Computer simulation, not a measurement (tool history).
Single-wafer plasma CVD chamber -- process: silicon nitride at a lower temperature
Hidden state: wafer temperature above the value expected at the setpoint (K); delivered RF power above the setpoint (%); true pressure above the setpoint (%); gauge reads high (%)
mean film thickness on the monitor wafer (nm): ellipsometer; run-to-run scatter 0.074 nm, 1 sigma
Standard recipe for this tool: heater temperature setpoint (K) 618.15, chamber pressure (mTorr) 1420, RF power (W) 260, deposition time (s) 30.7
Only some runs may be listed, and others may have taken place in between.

run,hour,heater temperature setpoint (K),chamber pressure (mTorr),RF power (W),deposition time (s),wafers since the last listed run,hours since the last thermocouple change,hours since the last RF generator calibration,hours since the last manometer calibration,hours since the showerhead was replaced,hours since the gauge calibration,"read-back reference wafer on the same gauge, thickness_nm",mean film thickness on the monitor wafer (nm)
1,0.0,618.15,1420,260,30.7,0,72.0,1664.3,306.0,4556.0,1235.5,35.294,30.804
2,70.4,618.15,1340,260,30.7,1669,142.4,1734.7,376.4,4626.4,1305.9,35.307,30.068
3,116.7,618.15,1420,260,30.7,1098,188.7,1781.0,422.7,4672.7,1352.2,35.304,30.561
4,180.4,618.15,1420,260,30.7,1510,252.4,1844.7,486.4,4736.4,1415.9,35.301,30.737
5,277.0,618.15,1420,260,30.7,2291,349.0,1941.3,583.0,4833.0,1512.5,35.310,30.745
6,371.5,618.15,1420,260,30.7,2241,443.5,2035.8,677.5,4927.5,1607.0,35.307,30.702
7,409.7,618.15,1420,260,30.7,906,481.7,2074.0,715.7,4965.7,1645.2,35.294,30.755
8,473.4,607.15,1420,260,30.7,1510,545.4,2137.7,779.4,5029.4,1708.9,35.307,30.941
9,545.2,607.15,1420,260,30.7,1703,617.2,2209.5,851.2,5101.2,1780.7,35.293,30.867
# hour 609.7: showerhead replaced
10,610.2,618.15,1420,260,30.7,1352,682.2,2274.5,916.2,0.5,1845.7,35.300,30.766
# hour 640.4: RF generator calibrated
11,655.1,611.15,1420,260,30.7,875,727.1,14.7,961.1,45.4,1890.6,35.296,31.543
12,706.2,611.15,1420,260,30.7,1212,778.2,65.8,1012.2,96.5,1941.7,35.295,31.532
13,758.2,611.15,1420,260,30.7,1233,830.2,117.8,1064.2,148.5,1993.7,35.291,31.384
# hour 812.4: gauge calibrated
14,813.7,618.15,1420,260,30.7,1316,885.7,173.3,1119.7,204.0,1.3,35.310,31.412
15,886.8,626.15,1420,240,30.7,1733,958.8,246.4,1192.8,277.1,74.4,35.299,30.306
# hour 916.6: thermocouple changed; heater temperature recalibrated
16,975.0,618.15,1670,285,32.7,1902,58.4,334.6,1281.0,365.3,162.6,35.315,36.937
17,1082.7,618.15,1420,245,30.7,2554,166.1,442.3,1388.7,473.0,270.3,35.302,30.709
18,1180.1,618.15,1420,260,30.7,2310,263.5,539.7,1486.1,570.4,367.7,35.297,31.373
19,1259.8,609.15,1420,210,30.7,1890,343.2,619.4,1565.8,650.1,447.4,35.304,29.049
20,1307.2,618.15,1420,260,30.7,1124,390.6,666.8,1613.2,697.5,494.8,35.305,31.314
21,1386.2,605.15,1420,290,30.7,1873,469.6,745.8,1692.2,776.5,573.8,35.294,32.789
22,1426.4,618.15,1420,260,30.7,953,509.8,786.0,1732.4,816.7,614.0,35.295,31.257
# hour 1468.5: capacitance manometer re-zeroed and calibrated
23,1492.7,618.15,1420,260,30.7,1382,576.1,852.3,24.2,883.0,680.3,35.296,30.521
24,1539.6,618.15,1420,260,30.7,1112,623.0,899.2,71.1,929.9,727.2,35.320,30.746
25,1593.6,605.15,1420,260,28.5,1280,677.0,953.2,125.1,983.9,781.2,35.284,28.689
26,1697.5,606.15,1420,260,24.7,2464,780.9,1057.1,229.0,1087.8,885.1,35.278,24.928
27,1739.5,618.15,1420,245,30.7,996,822.9,1099.1,271.0,1129.8,927.1,35.292,30.147
28,1786.8,613.15,1420,260,30.7,1121,870.2,1146.4,318.3,1177.1,974.4,35.296,30.918
29,1875.2,610.15,1600,220,25.5,2096,958.6,1234.8,406.7,1265.5,1062.8,35.299,25.363

3 options for the next run, each taken on its own from the tool as it stands now. Forecast them:
A,1875.6,618.15,1420,260,30.7,9,959.0,1235.2,407.1,1265.9,1063.2,?,?
B,1875.6,633.15,1640,235,30.7,9,959.0,1235.2,407.1,1265.9,1063.2,?,?
C,1875.6,613.15,1420,300,30.7,9,959.0,1235.2,407.1,1265.9,1063.2,?,?

run,"read-back reference wafer on the same gauge, thickness_nm",mean film thickness on the monitor wafer (nm)
A,35.292,30.725
B,35.292,31.098
C,35.292,32.599
Had the tool no hidden state, the same runs would have come out as:
run,mean film thickness on the monitor wafer (nm)
A,30.856
B,31.244
C,32.721
